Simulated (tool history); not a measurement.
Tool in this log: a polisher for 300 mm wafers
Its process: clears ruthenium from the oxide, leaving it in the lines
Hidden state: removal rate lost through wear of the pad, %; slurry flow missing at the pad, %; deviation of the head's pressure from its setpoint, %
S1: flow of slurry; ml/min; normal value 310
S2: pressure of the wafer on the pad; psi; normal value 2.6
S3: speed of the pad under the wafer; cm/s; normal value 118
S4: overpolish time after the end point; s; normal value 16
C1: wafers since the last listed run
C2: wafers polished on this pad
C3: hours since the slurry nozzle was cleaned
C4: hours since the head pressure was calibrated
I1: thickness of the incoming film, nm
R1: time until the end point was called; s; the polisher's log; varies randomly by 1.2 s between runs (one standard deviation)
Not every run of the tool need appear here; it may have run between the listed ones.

run,hour,S1,S2,S3,S4,C1,C2,C3,C4,I1,R1
1,0.0,310,2.2,118,21,0,3631,328.4,527.5,139.4,92.7
2,53.0,310,2.2,118,21,577,4208,381.4,580.5,140.6,91.4
# hour 106.6: head pressure recalibrated
3,149.5,310,2.2,118,21,1029,5238,477.9,42.9,139.6,96.7
4,189.6,310,2.6,118,16,436,5675,518.0,83.0,142.5,82.1
5,284.5,310,2.6,118,16,1034,6709,612.9,177.9,139.9,85.5
6,330.2,310,2.6,118,16,498,7207,658.6,223.6,137.7,82.9
7,401.8,310,2.6,118,16,780,7988,730.2,295.2,137.6,82.7
# hour 431.5: slurry nozzle cleaned
# hour 472.4: worn pad replaced by a new one
8,495.5,310,2.6,118,16,966,252,64.0,388.9,140.5,74.3
9,562.4,310,2.6,118,16,729,981,130.9,455.8,139.3,71.2
10,675.1,310,2.6,118,16,1228,2209,243.6,568.5,140.2,73.4
11,715.5,310,2.6,118,16,440,2649,284.0,608.9,142.2,74.7
12,815.1,310,2.6,118,16,1085,3735,383.6,708.5,138.8,76.5
# hour 858.4: head pressure recalibrated
13,895.5,310,2.6,118,16,854,4589,464.0,37.1,139.1,77.0
14,968.3,310,2.6,118,16,793,5382,536.8,109.9,140.5,77.2
15,1050.8,310,2.6,118,16,899,6281,619.3,192.4,143.2,82.1
# hour 1101.7: worn pad replaced by a new one
16,1129.6,310,2.6,118,16,815,303,698.1,271.2,138.1,75.2
17,1168.4,310,2.6,118,16,422,726,736.9,310.0,141.3,77.8
18,1260.2,310,2.6,118,16,1000,1727,828.7,401.8,139.9,79.0
# hour 1262.4: slurry nozzle cleaned
19,1503.0,310,2.6,118,9,2635,4362,240.6,644.6,140.9,77.8
# hour 1548.6: head pressure recalibrated
20,1582.8,310,3.4,104,16,847,5209,320.4,34.2,139.7,67.9
21,1624.9,310,3.5,118,25,458,5668,362.5,76.3,140.6,60.1
22,1704.6,310,2.6,118,16,868,6537,442.2,156.0,142.2,83.0
23,1747.9,310,2.6,148,16,471,7009,485.5,199.3,140.6,68.9
24,1807.1,260,3.4,118,25,645,7654,544.7,258.5,142.5,64.9
# hour 1842.9: worn pad replaced by a new one
25,1877.9,310,2.6,78,16,727,381,615.5,329.3,140.2,110.7
26,1981.8,210,2.6,118,16,1132,1513,719.4,433.2,138.2,81.9
# hour 1990.5: slurry nozzle cleaned
27,2302.5,310,3.4,78,16,3483,4997,312.0,753.9,141.4,87.3
# hour 2340.4: head pressure recalibrated
28,2355.3,310,2.6,118,16,553,5551,364.8,14.9,140.3,78.3
29,2422.2,310,2.6,118,9,729,6280,431.7,81.8,140.0,81.2
30,2494.7,310,2.6,118,16,790,7070,504.2,154.3,139.8,81.0
31,2537.0,380,3.1,130,13,460,7531,546.5,196.6,141.0,62.4
# hour 2576.6: worn pad replaced by a new one
32,2630.2,310,2.6,118,16,972,583,639.7,289.8,140.0,76.7
33,2915.8,310,1.8,118,16,3112,3696,925.3,575.4,140.6,121.8
# hour 2923.3: slurry nozzle cleaned
34,2957.7,400,2.6,138,16,445,4141,34.4,617.3,139.8,65.3
# hour 3014.2: head pressure recalibrated
35,3234.0,355,3.0,94,10,2989,7131,310.7,219.8,142.4,85.3
# hour 3257.3: worn pad replaced by a new one
36,3271.6,360,2.6,78,16,366,155,348.3,257.4,141.8,107.7

A few steps of R1 between consecutive runs. Split each: what settings, incoming material and random variation would produce without the hidden state, and what is left over for the hidden state, along with gauge scatter present in only one of the two compared results (measured, and without hidden state):
Run 7 -> 8: slurry nozzle cleaned, worn pad replaced by a new one. R1 -8.4 s: hidden state -12.9, all else +4.5.
Run 24 -> 25: S1 260 -> 310, S2 3.4 -> 2.6, S3 118 -> 78, S4 25 -> 16, worn pad replaced by a new one. R1 +45.8 s: hidden state -3.7, all else +49.5.
Run 32 -> 33: S2 2.6 -> 1.8. R1 +45.1 s: hidden state +14.6, all else +30.5.
Run 33 -> 34: S1 310 -> 400, S2 1.8 -> 2.6, S3 118 -> 138, slurry nozzle cleaned. R1 -56.5 s: hidden state -14.0, all else -42.5.
